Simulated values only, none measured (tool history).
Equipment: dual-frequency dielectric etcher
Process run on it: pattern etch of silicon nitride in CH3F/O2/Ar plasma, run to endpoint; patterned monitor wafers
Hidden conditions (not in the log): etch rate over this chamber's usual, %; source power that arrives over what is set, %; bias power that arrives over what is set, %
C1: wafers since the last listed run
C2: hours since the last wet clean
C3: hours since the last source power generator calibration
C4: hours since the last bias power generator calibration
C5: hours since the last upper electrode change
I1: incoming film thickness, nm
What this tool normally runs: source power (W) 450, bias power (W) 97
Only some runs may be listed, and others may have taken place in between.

{"run": 1, "day": 0.0, "source power (W)": 450, "bias power (W)": 97, "C1": 0, "C2": 214.3, "C3": 985.7, "C4": 3207.3, "C5": 2452.2, "I1": 58.7, "endpoint time (s)": 74.1}
{"run": 2, "day": 0.521, "source power (W)": 450, "bias power (W)": 97, "C1": 188, "C2": 226.8, "C3": 998.2, "C4": 3219.8, "C5": 2464.7, "I1": 58.7, "endpoint time (s)": 74.4}
{"run": 3, "day": 2.192, "source power (W)": 450, "bias power (W)": 97, "C1": 605, "C2": 266.9, "C3": 1038.3, "C4": 3259.9, "C5": 2504.8, "I1": 57.9, "endpoint time (s)": 72.8}
{"run": 4, "day": 3.408, "source power (W)": 450, "bias power (W)": 97, "C1": 440, "C2": 296.1, "C3": 1067.5, "C4": 3289.1, "C5": 2534.0, "I1": 58.8, "endpoint time (s)": 75.2}
{"run": 5, "day": 4.871, "source power (W)": 450, "bias power (W)": 97, "C1": 529, "C2": 331.2, "C3": 1102.6, "C4": 3324.2, "C5": 2569.1, "I1": 58.1, "endpoint time (s)": 73.2}
{"run": 6, "day": 7.829, "source power (W)": 450, "bias power (W)": 97, "C1": 1071, "C2": 402.2, "C3": 1173.6, "C4": 3395.2, "C5": 2640.1, "I1": 58.2, "endpoint time (s)": 72.8}
{"run": 7, "day": 8.371, "source power (W)": 450, "bias power (W)": 97, "C1": 196, "C2": 415.2, "C3": 1186.6, "C4": 3408.2, "C5": 2653.1, "I1": 58.6, "endpoint time (s)": 73.4}
{"run": 8, "day": 9.904, "source power (W)": 450, "bias power (W)": 89, "C1": 555, "C2": 452.0, "C3": 1223.4, "C4": 3445.0, "C5": 2689.9, "I1": 58.1, "endpoint time (s)": 74.3}
{"day": 11.871, "done": "upper electrode replaced"}
{"run": 9, "day": 11.929, "source power (W)": 450, "bias power (W)": 89, "C1": 371, "C2": 500.6, "C3": 1272.0, "C4": 3493.6, "C5": 1.4, "I1": 58.2, "endpoint time (s)": 74.7}
{"run": 10, "day": 12.488, "source power (W)": 400, "bias power (W)": 97, "C1": 202, "C2": 514.0, "C3": 1285.4, "C4": 3507.0, "C5": 14.8, "I1": 58.1, "endpoint time (s)": 74.7}
{"run": 11, "day": 13.808, "source power (W)": 400, "bias power (W)": 97, "C1": 478, "C2": 545.7, "C3": 1317.1, "C4": 3538.7, "C5": 46.5, "I1": 58.2, "endpoint time (s)": 74.6}
{"day": 16.058, "done": "source power generator calibrated"}
{"run": 12, "day": 16.771, "source power (W)": 400, "bias power (W)": 97, "C1": 1012, "C2": 616.8, "C3": 17.1, "C4": 3609.8, "C5": 117.6, "I1": 58.5, "endpoint time (s)": 75.1}
{"run": 13, "day": 17.696, "source power (W)": 450, "bias power (W)": 97, "C1": 335, "C2": 639.0, "C3": 39.3, "C4": 3632.0, "C5": 139.8, "I1": 58.0, "endpoint time (s)": 71.6}
{"day": 18.792, "done": "wet clean of the chamber"}
{"run": 14, "day": 18.812, "source power (W)": 450, "bias power (W)": 97, "C1": 42, "C2": 0.5, "C3": 66.1, "C4": 3658.8, "C5": 166.6, "I1": 58.7, "endpoint time (s)": 70.9}
{"run": 15, "day": 19.133, "source power (W)": 450, "bias power (W)": 97, "C1": 116, "C2": 8.2, "C3": 73.8, "C4": 3666.5, "C5": 174.3, "I1": 59.0, "endpoint time (s)": 71.2}
{"run": 16, "day": 20.042, "source power (W)": 450, "bias power (W)": 104, "C1": 329, "C2": 30.0, "C3": 95.6, "C4": 3688.3, "C5": 196.1, "I1": 58.0, "endpoint time (s)": 68.5}
{"run": 17, "day": 20.662, "source power (W)": 350, "bias power (W)": 87, "C1": 224, "C2": 44.9, "C3": 110.5, "C4": 3703.2, "C5": 211.0, "I1": 58.9, "endpoint time (s)": 78.8}
{"day": 22.55, "done": "bias power generator calibrated"}
{"run": 18, "day": 22.583, "source power (W)": 550, "bias power (W)": 81, "C1": 635, "C2": 91.0, "C3": 156.6, "C4": 0.8, "C5": 257.1, "I1": 57.8, "endpoint time (s)": 68.1}
{"run": 19, "day": 23.275, "source power (W)": 380, "bias power (W)": 84, "C1": 250, "C2": 107.6, "C3": 173.2, "C4": 17.4, "C5": 273.7, "I1": 57.9, "endpoint time (s)": 77.4}
{"day": 25.154, "done": "wet clean of the chamber, repeated, since the last time left the tool worse"}
{"run": 20, "day": 25.175, "source power (W)": 380, "bias power (W)": 83, "C1": 326, "C2": 0.5, "C3": 218.8, "C4": 63.0, "C5": 319.3, "I1": 57.6, "endpoint time (s)": 80.7}
{"run": 21, "day": 25.192, "source power (W)": 390, "bias power (W)": 109, "C1": 6, "C2": 0.9, "C3": 219.2, "C4": 63.4, "C5": 319.7, "I1": 58.6, "endpoint time (s)": 75.6}
{"run": 22, "day": 25.675, "source power (W)": 450, "bias power (W)": 91, "C1": 175, "C2": 12.5, "C3": 230.8, "C4": 75.0, "C5": 331.3, "I1": 59.0, "endpoint time (s)": 76.2}
{"run": 23, "day": 26.483, "source power (W)": 400, "bias power (W)": 97, "C1": 292, "C2": 31.9, "C3": 250.2, "C4": 94.4, "C5": 350.7, "I1": 58.3, "endpoint time (s)": 77.5}
{"run": 24, "day": 27.821, "source power (W)": 560, "bias power (W)": 117, "C1": 484, "C2": 64.0, "C3": 282.3, "C4": 126.5, "C5": 382.8, "I1": 57.7, "endpoint time (s)": 63.8}
{"run": 25, "day": 28.642, "source power (W)": 450, "bias power (W)": 115, "C1": 297, "C2": 83.7, "C3": 302.0, "C4": 146.2, "C5": 402.5, "I1": 58.6, "endpoint time (s)": 70.0}
{"run": 26, "day": 29.454, "source power (W)": 400, "bias power (W)": 97, "C1": 294, "C2": 103.2, "C3": 321.5, "C4": 165.7, "C5": 422.0, "I1": 58.3, "endpoint time (s)": 76.0}
{"run": 27, "day": 30.308, "source power (W)": 560, "bias power (W)": 73, "C1": 309, "C2": 123.7, "C3": 342.0, "C4": 186.2, "C5": 442.5, "I1": 58.0, "endpoint time (s)": 73.1}

Consider 5 possible next runs. They are alternatives, not a sequence: every one starts from the tool as it was left by run 27. What does each give?
{"run": "A", "day": 30.325, "source power (W)": 450, "bias power (W)": 113, "C1": 6, "C2": 124.1, "C3": 342.4, "C4": 186.6, "C5": 442.9, "I1": 58.4, "endpoint time (s)": "?"}
{"run": "B", "day": 30.325, "source power (W)": 540, "bias power (W)": 107, "C1": 6, "C2": 124.1, "C3": 342.4, "C4": 186.6, "C5": 442.9, "I1": 58.4, "endpoint time (s)": "?"}
{"run": "C", "day": 30.325, "source power (W)": 480, "bias power (W)": 97, "C1": 6, "C2": 124.1, "C3": 342.4, "C4": 186.6, "C5": 442.9, "I1": 58.4, "endpoint time (s)": "?"}
{"run": "D", "day": 30.325, "source power (W)": 370, "bias power (W)": 120, "C1": 6, "C2": 124.1, "C3": 342.4, "C4": 186.6, "C5": 442.9, "I1": 58.4, "endpoint time (s)": "?"}
{"run": "E", "day": 30.325, "source power (W)": 550, "bias power (W)": 90, "C1": 6, "C2": 124.1, "C3": 342.4, "C4": 186.6, "C5": 442.9, "I1": 58.4, "endpoint time (s)": "?"}

run=A endpoint_time_(s)=69.8
run=B endpoint_time_(s)=66.7
run=C endpoint_time_(s)=71.6
run=D endpoint_time_(s)=73.0
run=E endpoint_time_(s)=69.9
What these runs would have given with no unlogged condition in the tool:
run=A endpoint_time_(s)=70.5
run=B endpoint_time_(s)=67.4
run=C endpoint_time_(s)=72.3
run=D endpoint_time_(s)=73.8
run=E endpoint_time_(s)=70.6
